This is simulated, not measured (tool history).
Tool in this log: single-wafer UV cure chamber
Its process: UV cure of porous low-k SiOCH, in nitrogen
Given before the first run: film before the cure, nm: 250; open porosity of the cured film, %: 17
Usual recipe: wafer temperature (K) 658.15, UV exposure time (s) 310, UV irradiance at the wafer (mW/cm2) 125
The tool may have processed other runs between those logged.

run   hour  wafer temperature (K)  UV exposure time (s)  UV irradiance at the wafer (mW/cm2)  wafers since the last listed run  hours since the UV bulbs were replaced  wafers since the quartz window was cleaned  loss of film thickness in the cure (%)
  1    0.0                 658.15                   310                                  125                                 0                                   901.5                                        1625                                  12.312
  2   12.7                 658.15                   310                                  112                                82                                   914.2                                        1707                                  11.717
  3   21.1                 658.15                   310                                  112                                54                                   922.6                                        1762                                  11.987
  4   33.8                 658.15                   310                                  112                                82                                   935.3                                        1845                                  12.000
  5   83.9                 658.15                   310                                  109                               326                                   985.4                                        2172                                  11.694
     106.8  -- UV bulbs replaced
  6  131.3                 658.15                   310                                  125                               256                                    24.5                                        2429                                  12.192
  7  138.7                 658.15                   310                                  125                                48                                    31.9                                        2477                                  12.047
  8  146.7                 658.15                   310                                  125                                52                                    39.9                                        2529                                  12.168
     168.4  -- quartz window cleaned
  9  168.9                 658.15                   310                                  125                                92                                    62.1                                           3                                  11.519
 10  175.3                 658.15                   310                                  125                                41                                    68.5                                          45                                  11.509
 11  182.0                 658.15                   310                                  125                                43                                    75.2                                          88                                  11.435
 12  190.8                 658.15                   245                                  151                                57                                    84.0                                         146                                  11.132
     210.0  -- quartz window cleaned, repeated, since the last time left the tool worse
 13  210.5                 648.15                   310                                  145                                76                                   103.7                                           3                                  13.058
 14  218.2                 675.15                   310                                  125                                50                                   111.4                                          53                                  12.978
 15  234.1                 648.15                   310                                  145                               103                                   127.3                                         157                                  13.016
 16  248.0                 658.15                   310                                  125                                90                                   141.2                                         247                                  12.715
 17  255.3                 649.15                   145                                  145                                47                                   148.5                                         295                                   9.745
 18  263.3                 658.15                   310                                  125                                52                                   156.5                                         347                                  12.641
 19  275.9                 658.15                   310                                  142                                82                                   169.1                                         429                                  13.084
 20  283.0                 638.15                   260                                  157                                46                                   176.2                                         475                                  12.485
 21  293.6                 641.15                   180                                  144                                69                                   186.8                                         544                                  10.551
 22  302.4                 641.15                   310                                  112                                57                                   195.6                                         602                                  11.986

Each row is a separate what-if for the run after 22, all from the same tool condition, not one after another. Results?
  A  302.9                 658.15                   310                                  143                                 3                                   196.1                                         605                                       ?
  B  302.9                 676.15                   310                                  125                                 3                                   196.1                                         605                                       ?
  C  302.9                 647.15                   365                                   97                                 3                                   196.1                                         605                                       ?

run  loss of film thickness in the cure (%)
  A                                  13.088
  B                                  12.809
  C                                  11.921
Had the tool no hidden state, the same runs would have come out as:
run  loss of film thickness in the cure (%)
  A                                  13.219
  B                                  12.939
  C                                  12.049
